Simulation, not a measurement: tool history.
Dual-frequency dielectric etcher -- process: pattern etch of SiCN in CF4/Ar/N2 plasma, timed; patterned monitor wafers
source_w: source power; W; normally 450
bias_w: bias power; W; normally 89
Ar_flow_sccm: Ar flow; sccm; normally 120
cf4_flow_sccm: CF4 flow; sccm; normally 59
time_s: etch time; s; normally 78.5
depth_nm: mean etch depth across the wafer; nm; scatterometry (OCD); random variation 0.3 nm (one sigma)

run	hour	source_w	bias_w	Ar_flow_sccm	cf4_flow_sccm	time_s	read-back reference wafer on the same gauge, depth_nm	depth_nm
1	0.0	420	89	120	59	78.5	78.2	65.9
2	97.0	450	89	120	59	78.5	78.4	71.5
3	135.7	450	89	120	59	78.5	78.2	71.7
# hour 174.3: CF4 flow controller replaced
4	188.9	450	89	120	59	78.5	78.2	71.5
5	233.4	450	89	120	59	78.5	78.4	71.7
6	290.4	420	89	127	59	78.5	78.4	65.4
# hour 303.0: Ar flow controller replaced
7	349.8	420	89	127	59	78.5	78.4	66.2
# hour 378.7: source power generator calibrated
8	438.8	450	89	120	59	78.5	78.3	64.3
# hour 470.2: wet clean of the chamber
# hour 530.3: upper electrode replaced
# hour 576.4: bias power generator calibrated
# hour 713.8: source power generator calibrated, repeated, since the last time left the tool worse
9	716.5	410	89	120	73	78.5	78.5	64.8
# hour 728.4: gauge calibrated
10	823.8	520	89	139	59	78.5	78.2	78.4
# hour 922.4: wet clean of the chamber
11	922.9	450	89	120	59	78.5	78.2	68.8
12	993.3	450	71	99	59	78.5	78.2	64.5
13	1040.1	450	89	120	59	78.5	78.3	69.5
14	1116.5	450	76	120	52	62.0	78.2	49.2
15	1211.9	400	89	120	59	78.5	78.4	61.1
16	1294.6	410	89	147	65	78.5	78.4	61.7
# hour 1368.8: wet clean of the chamber
17	1393.2	550	107	120	59	78.5	78.4	91.8
18	1458.1	350	72	120	65	62.5	78.3	39.2
19	1522.4	450	89	120	59	64.0	78.3	56.6
20	1605.5	450	89	120	67	59.0	78.4	53.1
21	1652.9	490	104	120	63	78.5	78.4	81.6
22	1700.2	450	80	120	64	56.0	78.4	48.4

Each row is a separate what-if for the run after 22, all from the same tool condition, not one after another. Results?
A	1700.6	450	89	120	67	78.5	?	?
B	1700.6	490	89	109	68	78.5	?	?
C	1700.6	450	95	120	59	78.5	?	?

run	read-back reference wafer on the same gauge, depth_nm	depth_nm
A	78.5	71.2
B	78.5	79.2
C	78.5	71.1
With the hidden condition removed and each run's random variation left untouched, the same runs would have given:
run	depth_nm
A	70.3
B	78.2
C	70.2

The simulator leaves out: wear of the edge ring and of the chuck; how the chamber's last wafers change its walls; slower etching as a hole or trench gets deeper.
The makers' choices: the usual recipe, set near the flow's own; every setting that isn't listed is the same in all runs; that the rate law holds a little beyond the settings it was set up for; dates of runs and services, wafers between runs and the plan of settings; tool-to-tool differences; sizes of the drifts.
